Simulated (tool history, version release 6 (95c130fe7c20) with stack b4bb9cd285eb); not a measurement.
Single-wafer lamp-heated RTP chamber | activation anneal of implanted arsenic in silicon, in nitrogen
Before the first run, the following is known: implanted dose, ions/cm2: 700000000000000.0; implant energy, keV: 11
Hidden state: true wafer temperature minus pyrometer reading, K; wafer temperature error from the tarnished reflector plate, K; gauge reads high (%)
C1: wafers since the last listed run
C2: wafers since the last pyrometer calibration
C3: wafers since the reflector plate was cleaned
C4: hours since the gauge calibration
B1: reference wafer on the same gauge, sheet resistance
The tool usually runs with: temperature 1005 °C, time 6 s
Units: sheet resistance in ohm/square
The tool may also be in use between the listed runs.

Run 1, hour 0.0: usual settings; C1 0; C2 2252; C3 3010; C4 884.6; B1 222.94. Result: sheet resistance 194.33 ohm/square.
Run 2, hour 25.6: usual settings; C1 282; C2 2534; C3 3293; C4 910.2; B1 223.08. Result: sheet resistance 194.08 ohm/square.
Run 3, hour 54.7: usual settings; C1 321; C2 2856; C3 3614; C4 939.3; B1 222.99. Result: sheet resistance 192.83 ohm/square.
Run 4, hour 69.6: usual settings; C1 164; C2 3020; C3 3779; C4 954.2; B1 222.79. Result: sheet resistance 192.73 ohm/square.
Run 5, hour 82.7: usual settings but time 8 s; C1 144; C2 3165; C3 3923; C4 967.3; B1 223.22. Result: sheet resistance 187.83 ohm/square.
At hour 96.3: pyrometer window cleaned and pyrometer calibrated.
Run 6, hour 109.1: usual settings but time 8 s; C1 203; C2 140; C3 4126; C4 993.7; B1 223.21. Result: sheet resistance 191.49 ohm/square.
Run 7, hour 129.5: usual settings; C1 225; C2 366; C3 4351; C4 1014.1; B1 223.26. Result: sheet resistance 196.46 ohm/square.
Run 8, hour 147.2: usual settings; C1 195; C2 561; C3 4547; C4 1031.8; B1 223.26. Result: sheet resistance 195.77 ohm/square.
Run 9, hour 173.8: usual settings; C1 293; C2 855; C3 4841; C4 1058.4; B1 223.26. Result: sheet resistance 196.35 ohm/square.
Run 10, hour 200.5: usual settings but time 4 s; C1 294; C2 1149; C3 5135; C4 1085.1; B1 222.98. Result: sheet resistance 198.77 ohm/square.
At hour 246.9: reflector plate cleaned.
Run 11, hour 295.7: usual settings; C1 962; C2 2112; C3 539; C4 1180.3; B1 223.05. Result: sheet resistance 195.09 ohm/square.
Run 12, hour 316.4: usual settings; C1 228; C2 2341; C3 767; C4 1201.0; B1 223.19. Result: sheet resistance 193.64 ohm/square.
Run 13, hour 347.5: usual settings; C1 343; C2 2684; C3 1110; C4 1232.1; B1 223.11. Result: sheet resistance 191.86 ohm/square.
Run 14, hour 366.6: usual settings but temperature 992 °C, time 4 s; C1 210; C2 2895; C3 1321; C4 1251.2; B1 223.17. Result: sheet resistance 203.26 ohm/square.
Run 15, hour 390.9: usual settings but time 3 s; C1 268; C2 3163; C3 1590; C4 1275.5; B1 222.99. Result: sheet resistance 201.52 ohm/square.
At hour 412.4: pyrometer window cleaned and pyrometer calibrated.
Run 16, hour 420.1: usual settings but temperature 976 °C; C1 234; C2 85; C3 1824; C4 1304.7; B1 222.86. Result: sheet resistance 204.80 ohm/square.
Run 17, hour 433.6: usual settings but temperature 1017 °C, time 3 s; C1 149; C2 234; C3 1973; C4 1318.2; B1 222.96. Result: sheet resistance 200.13 ohm/square.
At hour 460.9: gauge calibrated.
Run 18, hour 463.4: usual settings but temperature 1034 °C; C1 328; C2 563; C3 2302; C4 2.5; B1 222.86. Result: sheet resistance 187.34 ohm/square.
Run 19, hour 483.9: usual settings but temperature 1022 °C; C1 226; C2 789; C3 2528; C4 23.0; B1 223.10. Result: sheet resistance 191.00 ohm/square.
Run 20, hour 502.6: usual settings but temperature 988 °C, time 9 s; C1 206; C2 995; C3 2734; C4 41.7; B1 223.10. Result: sheet resistance 195.55 ohm/square.
Run 21, hour 517.2: usual settings; C1 161; C2 1157; C3 2896; C4 56.3; B1 223.22. Result: sheet resistance 195.37 ohm/square.
Run 22, hour 545.0: usual settings but time 4 s; C1 306; C2 1463; C3 3203; C4 84.1; B1 222.92. Result: sheet resistance 199.23 ohm/square.
Run 23, hour 564.6: usual settings but temperature 1027 °C, time 7 s; C1 216; C2 1680; C3 3419; C4 103.7; B1 222.77. Result: sheet resistance 185.13 ohm/square.
Run 24, hour 581.5: usual settings but time 7 s; C1 186; C2 1866; C3 3605; C4 120.6; B1 222.95. Result: sheet resistance 192.70 ohm/square.
Run 25, hour 593.9: usual settings but temperature 1016 °C, time 3 s; C1 136; C2 2003; C3 3742; C4 133.0; B1 222.96. Result: sheet resistance 199.25 ohm/square.
Run 26, hour 609.6: usual settings but temperature 1020 °C; C1 173; C2 2177; C3 3916; C4 148.7; B1 223.11. Result: sheet resistance 188.79 ohm/square.
Run 27, hour 630.1: usual settings but temperature 993 °C; C1 226; C2 2403; C3 4142; C4 169.2; B1 223.17. Result: sheet resistance 199.10 ohm/square.
Run 28, hour 651.5: usual settings; C1 236; C2 2639; C3 4378; C4 190.6; B1 222.96. Result: sheet resistance 192.49 ohm/square.
Run 29, hour 681.5: usual settings but temperature 978 °C; C1 331; C2 2970; C3 4709; C4 220.6; B1 223.12. Result: sheet resistance 200.67 ohm/square.
Run 30, hour 713.1: usual settings but time 9 s; C1 348; C2 3319; C3 5058; C4 252.2; B1 222.97. Result: sheet resistance 186.38 ohm/square.
Run 31, hour 738.4: usual settings; C1 279; C2 3599; C3 5338; C4 277.5; B1 223.13. Result: sheet resistance 192.76 ohm/square.
Run 32, hour 770.6: usual settings but temperature 992 °C, time 4 s; C1 355; C2 3954; C3 5693; C4 309.7; B1 223.03. Result: sheet resistance 199.55 ohm/square.
At hour 793.0: reflector plate cleaned.
At hour 808.7: pyrometer window cleaned and pyrometer calibrated.
Run 33, hour 809.2: usual settings but temperature 1027 °C, time 4 s; C1 249; C2 5; C3 90; C4 348.3; B1 222.94. Result: sheet resistance 194.43 ohm/square.
Run 34, hour 833.3: usual settings but temperature 988 °C, time 8 s; C1 266; C2 271; C3 357; C4 372.4; B1 223.07. Result: sheet resistance 197.94 ohm/square.
Run 35, hour 863.5: usual settings but temperature 1028 °C; C1 333; C2 604; C3 690; C4 402.6; B1 222.84. Result: sheet resistance 188.34 ohm/square.
Run 36, hour 888.3: usual settings but temperature 1034 °C, time 4 s; C1 273; C2 878; C3 964; C4 427.4; B1 223.20. Result: sheet resistance 191.83 ohm/square.

Predict each of these 5 candidate next runs independently; none follows another, all start after run 36:
Run A, hour 888.7: usual settings; C1 4; C2 883; C3 968; C4 427.8; B1 ?. Result: sheet resistance ?.
Run B, hour 888.7: usual settings but time 5 s; C1 4; C2 883; C3 968; C4 427.8; B1 ?. Result: sheet resistance ?.
Run C, hour 888.7: usual settings but temperature 1021 °C, time 3 s; C1 4; C2 883; C3 968; C4 427.8; B1 ?. Result: sheet resistance ?.
Run D, hour 888.7: usual settings but temperature 1032 °C; C1 4; C2 883; C3 968; C4 427.8; B1 ?. Result: sheet resistance ?.
Run E, hour 888.7: usual settings but temperature 981 °C, time 4 s; C1 4; C2 883; C3 968; C4 427.8; B1 ?. Result: sheet resistance ?.

run      B1  sheet resistance
  A  222.81            195.87
  B  222.81            197.95
  C  222.81            199.36
  D  222.81            187.21
  E  222.81            208.53
Stripped of hidden state, with their random variation kept, the same runs would have yielded:
run  sheet resistance
  A            196.08
  B            198.15
  C            199.55
  D            187.46
  E            208.83
